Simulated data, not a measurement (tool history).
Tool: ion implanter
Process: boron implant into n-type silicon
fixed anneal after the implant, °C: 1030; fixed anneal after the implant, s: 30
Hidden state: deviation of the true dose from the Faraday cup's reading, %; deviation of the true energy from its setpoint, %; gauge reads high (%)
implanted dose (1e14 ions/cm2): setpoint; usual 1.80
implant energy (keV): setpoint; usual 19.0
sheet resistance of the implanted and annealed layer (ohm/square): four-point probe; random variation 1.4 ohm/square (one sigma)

run	hour	implanted dose (1e14 ions/cm2)	implant energy (keV)	wafers since the last listed run	hours since the last dose calibration	hours since the extraction supply was calibrated	hours since the gauge calibration	read-back reference wafer on the same gauge, sheet resistance	sheet resistance of the implanted and annealed layer (ohm/square)
1	0.0	1.80	19.0	0	428.9	6877.2	907.1	517.95	462.41
2	27.6	1.80	19.0	794	456.5	6904.8	934.7	517.89	464.30
3	94.4	1.80	19.0	1923	523.3	6971.6	1001.5	517.88	464.95
4	125.9	1.80	19.0	906	554.8	7003.1	1033.0	518.06	461.79
5	185.5	1.80	19.0	1715	614.4	7062.7	1092.6	517.71	461.69
# hour 197.6: Faraday cup replaced and dose calibrated
6	233.1	1.80	19.0	1140	35.5	7110.3	1140.2	517.78	463.49
7	263.6	1.80	19.0	878	66.0	7140.8	1170.7	518.27	462.40
8	317.8	1.80	16.0	1560	120.2	7195.0	1224.9	518.08	474.70
9	371.5	1.52	24.0	1545	173.9	7248.7	1278.6	517.73	515.46
10	409.1	1.80	19.0	1082	211.5	7286.3	1316.2	518.06	462.31
11	436.7	1.67	14.0	794	239.1	7313.9	1343.8	517.57	513.33
12	480.0	1.80	15.5	1246	282.4	7357.2	1387.1	518.23	474.00
13	537.0	1.80	15.5	1640	339.4	7414.2	1444.1	517.93	477.80
14	564.0	1.80	15.5	777	366.4	7441.2	1471.1	518.17	476.75
15	622.5	1.80	19.0	1684	424.9	7499.7	1529.6	518.03	465.29
16	688.5	1.80	19.0	1900	490.9	7565.7	1595.6	517.94	464.90
17	740.1	1.80	19.0	1485	542.5	7617.3	1647.2	518.48	464.76
18	804.9	1.43	22.0	1865	607.3	7682.1	1712.0	518.03	544.24
19	836.6	1.94	24.5	912	639.0	7713.8	1743.7	517.97	423.00
# hour 927.6: Faraday cup replaced and dose calibrated
# hour 940.3: extraction supply calibrated
20	951.3	2.08	19.0	2841	23.7	11.0	1858.4	517.95	409.87
21	985.9	1.52	24.0	996	58.3	45.6	1893.0	517.68	512.88
22	1036.5	2.27	16.0	1456	108.9	96.2	1943.6	518.32	390.20
# hour 1045.1: gauge calibrated
23	1101.3	2.20	16.0	1865	173.7	161.0	56.2	517.96	400.79
24	1139.3	1.80	19.0	1093	211.7	199.0	94.2	518.31	460.83
25	1174.7	1.80	15.5	1019	247.1	234.4	129.6	518.58	473.13
26	1199.3	1.32	25.5	708	271.7	259.0	154.2	518.15	566.16
27	1285.2	1.80	24.0	2472	357.6	344.9	240.1	517.89	449.96
28	1333.4	2.10	25.5	1387	405.8	393.1	288.3	517.86	395.26
29	1396.1	1.80	15.5	1805	468.5	455.8	351.0	517.91	476.46
30	1430.6	1.30	25.5	993	503.0	490.3	385.5	518.04	573.77
31	1499.2	1.34	16.0	1974	571.6	558.9	454.1	518.12	603.14
# hour 1555.5: Faraday cup replaced and dose calibrated
32	1570.5	1.97	24.0	1822	15.0	630.2	525.4	517.95	416.44
33	1620.8	1.52	24.0	1448	65.3	680.5	575.7	517.88	509.78
34	1669.0	1.45	23.0	1387	113.5	728.7	623.9	518.11	536.35
35	1716.0	1.44	17.0	1353	160.5	775.7	670.9	518.08	564.23
36	1773.2	1.80	19.0	1646	217.7	832.9	728.1	518.28	462.85
37	1803.2	2.33	15.0	863	247.7	862.9	758.1	518.03	383.22
38	1828.5	1.80	19.0	728	273.0	888.2	783.4	518.03	462.01

What the log doesn't show, run by run:
deviation of the true dose from the Faraday cup's reading, %: 0 in every run
deviation of the true energy from its setpoint, %: 0 in every run
gauge reads high (%): 0 in every run
